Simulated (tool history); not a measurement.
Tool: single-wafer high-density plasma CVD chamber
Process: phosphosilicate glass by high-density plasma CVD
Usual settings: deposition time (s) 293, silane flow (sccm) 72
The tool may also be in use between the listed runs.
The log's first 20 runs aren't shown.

run,day,deposition time (s),silane flow (sccm),wafers since the last listed run,hours since the silane flow controller was replaced,hours since the gauge calibration,"read-back reference wafer on the same gauge, thickness_nm",mean film thickness on the monitor wafer (Å)
21,74.054,293,72,308,3121.0,3304.8,2199.783,20773.05
22,76.283,293,72,430,3174.5,3358.3,2200.583,20814.91
23,80.354,293,72,786,3272.2,3456.0,2201.244,20813.95
24,84.175,249,65,737,3363.9,3547.7,2199.585,15909.53
25,87.071,255,72,559,3433.4,3617.2,2199.855,18049.57
# day 88.083: silane flow controller replaced
26,89.521,293,72,408,34.5,3676.0,2200.955,20096.45
27,91.246,240,83,333,75.9,3717.4,2199.998,19195.83
28,94.633,276,84,654,157.2,3798.7,2199.203,22198.67
29,97.062,350,86,469,215.5,3857.0,2198.879,28832.97
30,100.825,293,72,726,305.8,3947.3,2200.201,20227.58
31,102.546,246,72,332,347.1,3988.6,2197.809,17011.21
# day 106.129: gauge calibrated
32,106.221,273,72,709,435.3,2.2,2199.256,18848.83
33,108.317,261,64,404,485.6,52.5,2199.912,15978.88
# day 109.571: silane flow controller replaced, repeated, since the last time left the tool worse
34,111.308,245,83,513,41.7,124.3,2200.980,20542.94
35,114.292,293,72,576,113.3,195.9,2198.926,21392.71
36,117.696,246,64,657,195.0,277.6,2199.578,15894.67
37,121.633,319,81,760,289.5,372.1,2198.828,26036.04
38,124.471,293,72,548,357.6,440.2,2201.736,21295.99
39,128.958,242,79,866,465.3,547.9,2199.501,19224.25
40,130.658,350,84,328,506.1,588.7,2201.491,29646.19
41,140.575,343,72,1915,744.1,826.7,2200.284,24737.14
42,142.621,293,72,395,793.2,875.8,2201.435,21011.55
43,144.367,243,67,337,835.1,917.7,2199.645,16274.73
44,148.783,318,83,852,941.1,1023.7,2199.821,26361.82
45,152.767,346,76,769,1036.7,1119.3,2199.928,26289.90

Forecast each of these 5 alternatives for the next run:
A,152.788,339,72,4,1037.2,1119.8,?,?
B,152.788,246,81,4,1037.2,1119.8,?,?
C,152.788,315,63,4,1037.2,1119.8,?,?
D,152.788,259,72,4,1037.2,1119.8,?,?
E,152.788,293,59,4,1037.2,1119.8,?,?

run,"read-back reference wafer on the same gauge, thickness_nm",mean film thickness on the monitor wafer (Å)
A,2198.285,24419.07
B,2198.285,19935.04
C,2198.285,19854.00
D,2198.285,18656.46
E,2198.285,17294.84
Without the tool's hidden state the same runs would have given:
run,mean film thickness on the monitor wafer (Å)
A,24823.57
B,20265.26
C,20182.88
D,18965.50
E,17581.33
